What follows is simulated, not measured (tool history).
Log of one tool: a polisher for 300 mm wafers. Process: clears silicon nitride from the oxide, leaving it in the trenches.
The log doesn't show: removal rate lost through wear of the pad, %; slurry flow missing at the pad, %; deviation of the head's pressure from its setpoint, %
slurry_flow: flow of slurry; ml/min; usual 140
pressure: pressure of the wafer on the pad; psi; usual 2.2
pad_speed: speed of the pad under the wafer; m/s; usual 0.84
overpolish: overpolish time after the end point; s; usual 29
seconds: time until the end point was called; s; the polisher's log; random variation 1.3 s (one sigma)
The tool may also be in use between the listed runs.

run   hour  slurry_flow  pressure  pad_speed  overpolish  wafers since the last listed run  wafers polished on this pad  hours since the slurry nozzle was cleaned  hours since the head pressure was calibrated  incoming thickness of the incoming film, nm  seconds
  1      0          140       2.2       0.84          29                                 0                          458                                        162                                         464.2                                         59.8    110.6
       6.3  -- head pressure recalibrated
  2   19.3          140       2.2       0.84          29                               122                          580                                      181.3                                            13                                         60.1    115.8
  3   43.6          140       2.2       0.84          29                               172                          752                                      205.6                                          37.3                                         60.2    119.2
      65.3  -- worn pad replaced by a new one
  4   72.3          140       2.2       0.84          29                               175                           49                                      234.3                                            66                                           61    108.8
  5  104.4          140       2.2       0.84          29                               227                          277                                      266.4                                          98.1                                         60.5    109.7
  6  118.9          140       2.2       0.84          29                               102                          379                                      280.9                                         112.6                                         58.8    108.3
  7  150.1          120       2.2       0.98          29                               221                          600                                      312.1                                         143.8                                         60.1     98.2
     175.3  -- worn pad replaced by a new one
  8  181.2          120       2.2       0.98          29                               192                           41                                      343.2                                         174.9                                         58.8     91.6
  9  200.5          120       2.2       0.98          29                               136                          178                                      362.5                                         194.2                                           60     92.7
 10    213          140       2.2       0.64          37                                88                          267                                        375                                         206.7                                         59.9    140.9
 11  246.5          140       2.2       0.64          37                               237                          504                                      408.5                                         240.2                                         60.2    147.8
 12  279.4          140       2.2       0.64          37                               233                          737                                      441.4                                         273.1                                         60.3      157
     296.1  -- worn pad replaced by a new one
 13  306.3          125         2       0.84          29                               162                           71                                      468.3                                           300                                         60.8    120.4
 14  334.3          170       2.6       0.84          22                               198                          270                                      496.3                                           328                                         59.7     88.6
 15  366.8          105       1.5       0.66          22                               230                          500                                      528.8                                         360.5                                         59.9    205.2
 16  384.9          155       2.9        0.7          42                               128                          628                                      546.9                                         378.6                                         59.8    104.8
 17  407.2          140       2.2       0.84          29                               158                          786                                      569.2                                         400.9                                         60.2    118.4
     421.1  -- worn pad replaced by a new one
     427.9  -- head pressure recalibrated
 18  433.9          140       1.8       0.84          19                               146                           76                                      595.9                                             6                                           60    126.4
 19  452.2          155       2.9        0.7          42                               129                          206                                      614.2                                          24.3                                           60     98.5
       458  -- slurry nozzle cleaned
 20  469.5          140       2.8       0.84          38                               115                          321                                       11.5                                          41.6                                         59.7       85
 21  482.6          140       2.2          1          41                                92                          414                                       24.6                                          54.7                                         59.6     91.2
 22  500.2          140       1.7       0.72          29                               124                          539                                       42.2                                          72.3                                         59.5    158.3
     530.4  -- worn pad replaced by a new one
 23  530.9          140       2.2       0.84          29                               189                            3                                       72.9                                           103                                         59.6    105.4
 24  554.6          140       2.2       0.84          29                               167                          171                                       96.6                                         126.7                                         59.5    105.9
 25  572.7          140       2.2       0.84          29                               128                          299                                      114.7                                         144.8                                         59.9    107.6

Some steps in seconds between neighbouring runs. How much of each would the tool show without its hidden state too (settings, what came in, random variation), and how much is left for the hidden state, with any gauge scatter that isn't in both results?
Run 12 -> 13: slurry_flow 140 -> 125, pressure 2.2 -> 2, pad_speed 0.64 -> 0.84, overpolish 37 -> 29, worn pad replaced by a new one. seconds -36.6 s: hidden state -16, all else -20.6.
Run 14 -> 15: slurry_flow 170 -> 105, pressure 2.6 -> 1.5, pad_speed 0.84 -> 0.66. seconds +116.6 s: hidden state +9, all else +107.6.
Run 15 -> 16: slurry_flow 105 -> 155, pressure 1.5 -> 2.9, pad_speed 0.66 -> 0.7, overpolish 22 -> 42. seconds -100.4 s: hidden state -2.6, all else -97.8.
Run 17 -> 18: pressure 2.2 -> 1.8, overpolish 29 -> 19, worn pad replaced by a new one, head pressure recalibrated. seconds +8 s: hidden state -13.4, all else +21.4.
